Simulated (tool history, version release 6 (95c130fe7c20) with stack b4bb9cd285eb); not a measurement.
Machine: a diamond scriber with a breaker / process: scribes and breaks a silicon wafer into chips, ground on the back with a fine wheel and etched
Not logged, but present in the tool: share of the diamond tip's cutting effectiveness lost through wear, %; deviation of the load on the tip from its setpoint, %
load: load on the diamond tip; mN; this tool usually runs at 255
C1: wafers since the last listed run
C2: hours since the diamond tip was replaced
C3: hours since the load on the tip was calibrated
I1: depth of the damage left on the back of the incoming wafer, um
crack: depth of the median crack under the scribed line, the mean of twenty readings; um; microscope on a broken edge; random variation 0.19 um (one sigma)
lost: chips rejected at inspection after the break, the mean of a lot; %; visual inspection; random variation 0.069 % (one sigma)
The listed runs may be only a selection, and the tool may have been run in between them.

run 1 hour=0 | load=275 | C1=0 C2=98.7 C3=149.1 | I1=0.68 | crack=14 lost=1.37
run 2 hour=39.8 | load=275 | C1=62 C2=138.5 C3=188.9 | I1=0.61 | crack=14.22 lost=1.4
run 3 hour=91.8 | load=275 | C1=81 C2=190.5 C3=240.9 | I1=0.32 | crack=14.49 lost=1.38
run 4 hour=128.4 | load=255 | C1=57 C2=227.1 C3=277.5 | I1=0.47 | crack=13.45 lost=1.2
run 5 hour=196 | load=255 | C1=106 C2=294.7 C3=345.1 | I1=0.56 | crack=13.31 lost=1.16
run 6 hour=336 | load=255 | C1=220 C2=434.7 C3=485.1 | I1=0.47 | crack=13.34 lost=1.18
run 7 hour=369.3 | load=255 | C1=52 C2=468 C3=518.4 | I1=0.72 | crack=13.13 lost=1.18
run 8 hour=433.7 | load=255 | C1=101 C2=532.4 C3=582.8 | I1=0.43 | crack=13.55 lost=1.15
run 9 hour=481.6 | load=309 | C1=75 C2=580.3 C3=630.7 | I1=0.4 | crack=14.89 lost=1.88
run 10 hour=547.4 | load=255 | C1=103 C2=646.1 C3=696.5 | I1=0.58 | crack=13.09 lost=1.23
-- hour=602.3 diamond tip replaced by a new one
run 11 hour=605.3 | load=255 | C1=88 C2=3 C3=754.4 | I1=0.58 | crack=13.48 lost=1.13
run 12 hour=635.2 | load=255 | C1=47 C2=32.9 C3=784.3 | I1=0.44 | crack=13.11 lost=1.26
run 13 hour=702.1 | load=255 | C1=105 C2=99.8 C3=851.2 | I1=0.67 | crack=12.88 lost=1.1
run 14 hour=752.2 | load=312 | C1=78 C2=149.9 C3=901.3 | I1=0.68 | crack=14.87 lost=1.83
run 15 hour=812.3 | load=312 | C1=94 C2=210 C3=961.4 | I1=0.68 | crack=14.45 lost=1.85
run 16 hour=843.3 | load=312 | C1=48 C2=241 C3=992.4 | I1=0.68 | crack=14.6 lost=2.06
run 17 hour=874.1 | load=255 | C1=48 C2=271.8 C3=1023.2 | I1=0.75 | crack=13.15 lost=1.32
run 18 hour=900.1 | load=255 | C1=40 C2=297.8 C3=1049.2 | I1=0.79 | crack=13.54 lost=1.44
run 19 hour=945.4 | load=296 | C1=71 C2=343.1 C3=1094.5 | I1=0.54 | crack=14.08 lost=1.31
run 20 hour=981.4 | load=228 | C1=56 C2=379.1 C3=1130.5 | I1=0.4 | crack=12.28 lost=2.74
run 21 hour=1026.7 | load=293 | C1=71 C2=424.4 C3=1175.8 | I1=0.5 | crack=13.94 lost=1.39
run 22 hour=1065.4 | load=185 | C1=60 C2=463.1 C3=1214.5 | I1=0.65 | crack=10.92 lost=6.96
run 23 hour=1092.3 | load=287 | C1=42 C2=490 C3=1241.4 | I1=0.61 | crack=13.82 lost=1.14
run 24 hour=1132.2 | load=220 | C1=62 C2=529.9 C3=1281.3 | I1=0.69 | crack=12.14 lost=3.07
run 25 hour=1198.9 | load=319 | C1=105 C2=596.6 C3=1348 | I1=0.76 | crack=14.53 lost=1.86
-- hour=1210.3 load on the tip recalibrated
run 26 hour=1266.8 | load=312 | C1=103 C2=664.5 C3=56.5 | I1=0.68 | crack=13.71 lost=1.11
-- hour=1290.9 diamond tip replaced by a new one
run 27 hour=1296.5 | load=202 | C1=43 C2=5.6 C3=86.2 | I1=0.59 | crack=10.43 lost=8.13

For run 28, what comes out?
run 28 hour=1344.6 | load=300 | C1=75 C2=53.7 C3=134.3 | I1=0.3 | crack=? lost=?

Run 28 produced crack 13.26 um, lost 1.17 %.
Without the tool's hidden state the same run would have given crack 14.89 um, lost 2.16 %.
